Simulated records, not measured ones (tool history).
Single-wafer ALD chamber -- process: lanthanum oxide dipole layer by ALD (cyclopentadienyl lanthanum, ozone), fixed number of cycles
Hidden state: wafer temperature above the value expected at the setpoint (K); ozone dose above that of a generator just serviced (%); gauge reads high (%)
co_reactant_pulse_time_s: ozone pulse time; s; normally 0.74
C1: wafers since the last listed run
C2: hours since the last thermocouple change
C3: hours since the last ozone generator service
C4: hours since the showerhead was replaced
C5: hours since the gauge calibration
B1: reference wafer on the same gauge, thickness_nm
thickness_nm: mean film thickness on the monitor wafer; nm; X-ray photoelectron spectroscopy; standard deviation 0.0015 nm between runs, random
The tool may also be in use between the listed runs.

{"run": 1, "hour": 0.0, "co_reactant_pulse_time_s": 0.52, "C1": 0, "C2": 559.4, "C3": 621.4, "C4": 2659, "C5": 2295.4, "B1": 0.454, "thickness_nm": 0.356}
{"run": 2, "hour": 99.8, "co_reactant_pulse_time_s": 0.52, "C1": 1962, "C2": 659.2, "C3": 721.2, "C4": 2758.8, "C5": 2395.2, "B1": 0.453, "thickness_nm": 0.355}
{"run": 3, "hour": 325.9, "co_reactant_pulse_time_s": 0.67, "C1": 4445, "C2": 885.3, "C3": 947.3, "C4": 2984.9, "C5": 2621.3, "B1": 0.452, "thickness_nm": 0.403}
{"hour": 370.6, "done": "ozone generator serviced"}
{"run": 4, "hour": 400.1, "co_reactant_pulse_time_s": 0.67, "C1": 1301, "C2": 959.5, "C3": 29.5, "C4": 3059.1, "C5": 2695.5, "B1": 0.453, "thickness_nm": 0.405}
{"run": 5, "hour": 456.1, "co_reactant_pulse_time_s": 0.67, "C1": 1100, "C2": 1015.5, "C3": 85.5, "C4": 3115.1, "C5": 2751.5, "B1": 0.452, "thickness_nm": 0.399}
{"hour": 471.3, "done": "showerhead replaced"}
{"run": 6, "hour": 530.6, "co_reactant_pulse_time_s": 0.74, "C1": 1307, "C2": 1090, "C3": 160, "C4": 59.3, "C5": 2826, "B1": 0.452, "thickness_nm": 0.42}
{"hour": 574.5, "done": "gauge calibrated"}
{"run": 7, "hour": 581.6, "co_reactant_pulse_time_s": 0.85, "C1": 1002, "C2": 1141, "C3": 211, "C4": 110.3, "C5": 7.1, "B1": 0.461, "thickness_nm": 0.451}
{"run": 8, "hour": 631.6, "co_reactant_pulse_time_s": 0.85, "C1": 982, "C2": 1191, "C3": 261, "C4": 160.3, "C5": 57.1, "B1": 0.461, "thickness_nm": 0.45}
{"run": 9, "hour": 688.0, "co_reactant_pulse_time_s": 0.74, "C1": 1108, "C2": 1247.4, "C3": 317.4, "C4": 216.7, "C5": 113.5, "B1": 0.461, "thickness_nm": 0.43}
{"run": 10, "hour": 762.9, "co_reactant_pulse_time_s": 0.51, "C1": 1472, "C2": 1322.3, "C3": 392.3, "C4": 291.6, "C5": 188.4, "B1": 0.46, "thickness_nm": 0.359}
{"run": 11, "hour": 821.1, "co_reactant_pulse_time_s": 0.83, "C1": 1144, "C2": 1380.5, "C3": 450.5, "C4": 349.8, "C5": 246.6, "B1": 0.46, "thickness_nm": 0.447}
{"run": 12, "hour": 886.9, "co_reactant_pulse_time_s": 0.91, "C1": 1293, "C2": 1446.3, "C3": 516.3, "C4": 415.6, "C5": 312.4, "B1": 0.46, "thickness_nm": 0.462}
{"run": 13, "hour": 945.0, "co_reactant_pulse_time_s": 1.03, "C1": 1142, "C2": 1504.4, "C3": 574.4, "C4": 473.7, "C5": 370.5, "B1": 0.46, "thickness_nm": 0.48}
{"run": 14, "hour": 1024.1, "co_reactant_pulse_time_s": 1, "C1": 1555, "C2": 1583.5, "C3": 653.5, "C4": 552.8, "C5": 449.6, "B1": 0.459, "thickness_nm": 0.475}
{"hour": 1034.0, "done": "thermocouple changed; heater temperature recalibrated"}
{"run": 15, "hour": 1090.9, "co_reactant_pulse_time_s": 0.97, "C1": 1155, "C2": 56.9, "C3": 720.3, "C4": 619.6, "C5": 516.4, "B1": 0.46, "thickness_nm": 0.47}
{"run": 16, "hour": 1127.4, "co_reactant_pulse_time_s": 0.82, "C1": 717, "C2": 93.4, "C3": 756.8, "C4": 656.1, "C5": 552.9, "B1": 0.46, "thickness_nm": 0.444}
{"run": 17, "hour": 1211.3, "co_reactant_pulse_time_s": 0.9, "C1": 1649, "C2": 177.3, "C3": 840.7, "C4": 740, "C5": 636.8, "B1": 0.459, "thickness_nm": 0.461}
{"run": 18, "hour": 1300.4, "co_reactant_pulse_time_s": 0.74, "C1": 1751, "C2": 266.4, "C3": 929.8, "C4": 829.1, "C5": 725.9, "B1": 0.458, "thickness_nm": 0.427}
{"run": 19, "hour": 1337.2, "co_reactant_pulse_time_s": 0.74, "C1": 723, "C2": 303.2, "C3": 966.6, "C4": 865.9, "C5": 762.7, "B1": 0.459, "thickness_nm": 0.426}
{"hour": 1375.0, "done": "ozone generator serviced"}
{"run": 20, "hour": 1382.6, "co_reactant_pulse_time_s": 0.62, "C1": 735, "C2": 348.6, "C3": 7.6, "C4": 911.3, "C5": 808.1, "B1": 0.458, "thickness_nm": 0.396}
{"run": 21, "hour": 1523.7, "co_reactant_pulse_time_s": 0.48, "C1": 2773, "C2": 489.7, "C3": 148.7, "C4": 1052.4, "C5": 949.2, "B1": 0.458, "thickness_nm": 0.344}
{"run": 22, "hour": 1598.6, "co_reactant_pulse_time_s": 0.63, "C1": 1472, "C2": 564.6, "C3": 223.6, "C4": 1127.3, "C5": 1024.1, "B1": 0.459, "thickness_nm": 0.397}
{"run": 23, "hour": 1695.9, "co_reactant_pulse_time_s": 0.93, "C1": 1912, "C2": 661.9, "C3": 320.9, "C4": 1224.6, "C5": 1121.4, "B1": 0.458, "thickness_nm": 0.466}
{"run": 24, "hour": 1735.8, "co_reactant_pulse_time_s": 0.74, "C1": 784, "C2": 701.8, "C3": 360.8, "C4": 1264.5, "C5": 1161.3, "B1": 0.458, "thickness_nm": 0.424}
{"run": 25, "hour": 1780.3, "co_reactant_pulse_time_s": 0.6, "C1": 874, "C2": 746.3, "C3": 405.3, "C4": 1309, "C5": 1205.8, "B1": 0.458, "thickness_nm": 0.385}
{"run": 26, "hour": 1824.4, "co_reactant_pulse_time_s": 0.74, "C1": 866, "C2": 790.4, "C3": 449.4, "C4": 1353.1, "C5": 1249.9, "B1": 0.457, "thickness_nm": 0.426}
{"run": 27, "hour": 1890.8, "co_reactant_pulse_time_s": 0.57, "C1": 1305, "C2": 856.8, "C3": 515.8, "C4": 1419.5, "C5": 1316.3, "B1": 0.457, "thickness_nm": 0.377}
{"run": 28, "hour": 1959.5, "co_reactant_pulse_time_s": 0.74, "C1": 1350, "C2": 925.5, "C3": 584.5, "C4": 1488.2, "C5": 1385, "B1": 0.457, "thickness_nm": 0.428}
{"run": 29, "hour": 2038.5, "co_reactant_pulse_time_s": 0.74, "C1": 1553, "C2": 1004.5, "C3": 663.5, "C4": 1567.2, "C5": 1464, "B1": 0.456, "thickness_nm": 0.426}
{"run": 30, "hour": 2081.6, "co_reactant_pulse_time_s": 0.74, "C1": 847, "C2": 1047.6, "C3": 706.6, "C4": 1610.3, "C5": 1507.1, "B1": 0.456, "thickness_nm": 0.423}
{"run": 31, "hour": 2152.9, "co_reactant_pulse_time_s": 1.01, "C1": 1401, "C2": 1118.9, "C3": 777.9, "C4": 1681.6, "C5": 1578.4, "B1": 0.456, "thickness_nm": 0.475}
{"run": 32, "hour": 2260.5, "co_reactant_pulse_time_s": 0.88, "C1": 2115, "C2": 1226.5, "C3": 885.5, "C4": 1789.2, "C5": 1686, "B1": 0.456, "thickness_nm": 0.452}
{"run": 33, "hour": 2348.8, "co_reactant_pulse_time_s": 0.45, "C1": 1735, "C2": 1314.8, "C3": 973.8, "C4": 1877.5, "C5": 1774.3, "B1": 0.456, "thickness_nm": 0.33}

What the log doesn't show, run by run:
wafer temperature above the value expected at the setpoint (K): 0, the same for each run
ozone dose above that of a generator just serviced (%): 0, the same for each run
H1: gauge reads high (%)
run=1 H1=-1.5
run=2 H1=-1.57
run=3 H1=-1.72
run=4 H1=-1.77
run=5 H1=-1.81
run=6 H1=-1.86
run=7 H1=0.0293
run=8 H1=-0.00476
run=9 H1=-0.0432
run=10 H1=-0.0942
run=11 H1=-0.134
run=12 H1=-0.179
run=13 H1=-0.218
run=14 H1=-0.272
run=15 H1=-0.318
run=16 H1=-0.342
run=17 H1=-0.4
run=18 H1=-0.46
run=19 H1=-0.485
run=20 H1=-0.516
run=21 H1=-0.612
run=22 H1=-0.663
run=23 H1=-0.729
run=24 H1=-0.757
run=25 H1=-0.787
run=26 H1=-0.817
run=27 H1=-0.862
run=28 H1=-0.909
run=29 H1=-0.963
run=30 H1=-0.992
run=31 H1=-1.04
run=32 H1=-1.11
run=33 H1=-1.17
